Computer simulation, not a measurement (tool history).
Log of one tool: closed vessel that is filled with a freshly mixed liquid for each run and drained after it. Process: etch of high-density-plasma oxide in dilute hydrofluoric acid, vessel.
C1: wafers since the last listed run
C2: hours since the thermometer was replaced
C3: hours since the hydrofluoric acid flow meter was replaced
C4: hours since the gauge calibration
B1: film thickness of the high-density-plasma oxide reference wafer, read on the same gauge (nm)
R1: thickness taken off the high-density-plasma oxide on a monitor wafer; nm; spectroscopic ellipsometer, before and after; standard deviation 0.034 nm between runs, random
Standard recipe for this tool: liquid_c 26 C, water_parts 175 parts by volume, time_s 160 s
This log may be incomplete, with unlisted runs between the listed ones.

{"run": 1, "hour": 0.0, "liquid_c": 26, "water_parts": 175, "time_s": 180, "C1": 0, "C2": 362.6, "C3": 1240.3, "C4": 534.7, "B1": 79.96, "R1": 6.8}
{"run": 2, "hour": 27.9, "liquid_c": 26, "water_parts": 175, "time_s": 160, "C1": 3568, "C2": 390.5, "C3": 1268.2, "C4": 562.6, "B1": 80.01, "R1": 6.07}
{"run": 3, "hour": 97.0, "liquid_c": 26, "water_parts": 175, "time_s": 160, "C1": 8837, "C2": 459.6, "C3": 1337.3, "C4": 631.7, "B1": 80, "R1": 6.06}
{"run": 4, "hour": 142.4, "liquid_c": 26, "water_parts": 175, "time_s": 205, "C1": 5806, "C2": 505, "C3": 1382.7, "C4": 677.1, "B1": 80.05, "R1": 7.83}
{"run": 5, "hour": 175.7, "liquid_c": 26, "water_parts": 175, "time_s": 160, "C1": 4258, "C2": 538.3, "C3": 1416, "C4": 710.4, "B1": 80, "R1": 6.16}
{"run": 6, "hour": 203.8, "liquid_c": 22.5, "water_parts": 175, "time_s": 160, "C1": 3593, "C2": 566.4, "C3": 1444.1, "C4": 738.5, "B1": 80.02, "R1": 5.33}
{"run": 7, "hour": 255.9, "liquid_c": 26, "water_parts": 175, "time_s": 160, "C1": 6662, "C2": 618.5, "C3": 1496.2, "C4": 790.6, "B1": 79.96, "R1": 6.11}
{"run": 8, "hour": 284.1, "liquid_c": 26, "water_parts": 175, "time_s": 160, "C1": 3606, "C2": 646.7, "C3": 1524.4, "C4": 818.8, "B1": 80, "R1": 6.13}
{"hour": 336.0, "done": "thermometer replaced"}
{"run": 9, "hour": 338.5, "liquid_c": 26, "water_parts": 175, "time_s": 160, "C1": 6829, "C2": 2.5, "C3": 1578.8, "C4": 873.2, "B1": 80, "R1": 6.16}
{"run": 10, "hour": 393.0, "liquid_c": 26, "water_parts": 175, "time_s": 160, "C1": 6969, "C2": 57, "C3": 1633.3, "C4": 927.7, "B1": 80.02, "R1": 6.16}
{"hour": 423.1, "done": "hydrofluoric acid flow meter replaced"}
{"run": 11, "hour": 432.4, "liquid_c": 26, "water_parts": 175, "time_s": 160, "C1": 4910, "C2": 96.4, "C3": 9.3, "C4": 967.1, "B1": 79.98, "R1": 6.34}
{"run": 12, "hour": 470.5, "liquid_c": 26, "water_parts": 175, "time_s": 160, "C1": 4872, "C2": 134.5, "C3": 47.4, "C4": 1005.2, "B1": 79.95, "R1": 6.44}
{"run": 13, "hour": 533.4, "liquid_c": 26, "water_parts": 175, "time_s": 220, "C1": 8044, "C2": 197.4, "C3": 110.3, "C4": 1068.1, "B1": 80.03, "R1": 8.79}
{"run": 14, "hour": 578.0, "liquid_c": 26, "water_parts": 175, "time_s": 70, "C1": 5703, "C2": 242, "C3": 154.9, "C4": 1112.7, "B1": 80.01, "R1": 2.79}

Run 15 is up next; what results do you expect?
{"hour": 618.8, "done": "hydrofluoric acid flow meter replaced, repeated, since the last time left the tool worse"}
{"hour": 624.8, "done": "gauge calibrated"}
{"run": 15, "hour": 625.1, "liquid_c": 26, "water_parts": 175, "time_s": 160, "C1": 5895, "C2": 289.1, "C3": 6.3, "C4": 0.3, "B1": "?", "R1": "?"}

{"run 15": {"B1": 79.97, "R1": 5.84}}
If the tool had no hidden condition, the same run with the same run-to-run variation would have returned R1 5.82 nm.

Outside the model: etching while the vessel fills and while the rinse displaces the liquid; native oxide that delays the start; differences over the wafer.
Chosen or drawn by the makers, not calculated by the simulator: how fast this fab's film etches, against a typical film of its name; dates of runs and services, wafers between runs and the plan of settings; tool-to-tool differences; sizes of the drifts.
